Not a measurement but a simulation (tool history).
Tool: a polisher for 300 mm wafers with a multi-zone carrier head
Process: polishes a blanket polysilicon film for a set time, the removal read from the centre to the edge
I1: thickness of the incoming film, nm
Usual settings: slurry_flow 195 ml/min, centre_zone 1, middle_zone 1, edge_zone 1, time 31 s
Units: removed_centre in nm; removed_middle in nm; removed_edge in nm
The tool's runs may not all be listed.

Run 1, hour 0: usual settings but edge_zone 1.02; I1 2169.7. Result: removed_centre 118.2 nm, removed_middle 119.4 nm, removed_edge 122 nm.
Run 2, hour 7.6: usual settings; I1 2150.4. Result: removed_centre 117.4 nm, removed_middle 116.1 nm, removed_edge 121 nm.
At hour 22.6: carrier head's membrane replaced by a new one.
At hour 35.4: worn pad replaced by a new one.
Run 3, hour 53: usual settings; I1 2182.3. Result: removed_centre 122.5 nm, removed_middle 118.3 nm, removed_edge 124.8 nm.
At hour 61.6: slurry nozzle cleaned.
Run 4, hour 62.4: usual settings; I1 2184.5. Result: removed_centre 134.9 nm, removed_middle 131.5 nm, removed_edge 131 nm.
At hour 67.1: edge zone pressure recalibrated.
Run 5, hour 80.3: usual settings; I1 2221.4. Result: removed_centre 131.3 nm, removed_middle 129.6 nm, removed_edge 127.9 nm.
Run 6, hour 94.1: usual settings but slurry_flow 165 ml/min, middle_zone 0.89; I1 2199.3. Result: removed_centre 125.1 nm, removed_middle 115.1 nm, removed_edge 125.6 nm.
Run 7, hour 101.6: usual settings but centre_zone 1.11; I1 2222.1. Result: removed_centre 139.7 nm, removed_middle 125.1 nm, removed_edge 125.6 nm.
At hour 115.9: worn pad replaced by a new one.
Run 8, hour 117.3: usual settings; I1 2196.2. Result: removed_centre 137 nm, removed_middle 134.5 nm, removed_edge 136.3 nm.
Run 9, hour 133.4: usual settings but centre_zone 0.95, middle_zone 0.9, edge_zone 1.06, time 37 s; I1 2192.9. Result: removed_centre 150.2 nm, removed_middle 146.4 nm, removed_edge 160.2 nm.
Run 10, hour 142.1: usual settings but middle_zone 1.06; I1 2147.4. Result: removed_centre 130.8 nm, removed_middle 128.4 nm, removed_edge 128.8 nm.

Forecast run 11:
Run 11, hour 158.9: usual settings; I1 2145.3. Result: removed_centre ?, removed_middle ?, removed_edge ?.

removed_centre: 127.3 nm
removed_middle: 125.2 nm
removed_edge: 126.4 nm
Without the tool's hidden state the same run would have given removed_centre 144.7 nm, removed_middle 141.9 nm, removed_edge 142.4 nm.

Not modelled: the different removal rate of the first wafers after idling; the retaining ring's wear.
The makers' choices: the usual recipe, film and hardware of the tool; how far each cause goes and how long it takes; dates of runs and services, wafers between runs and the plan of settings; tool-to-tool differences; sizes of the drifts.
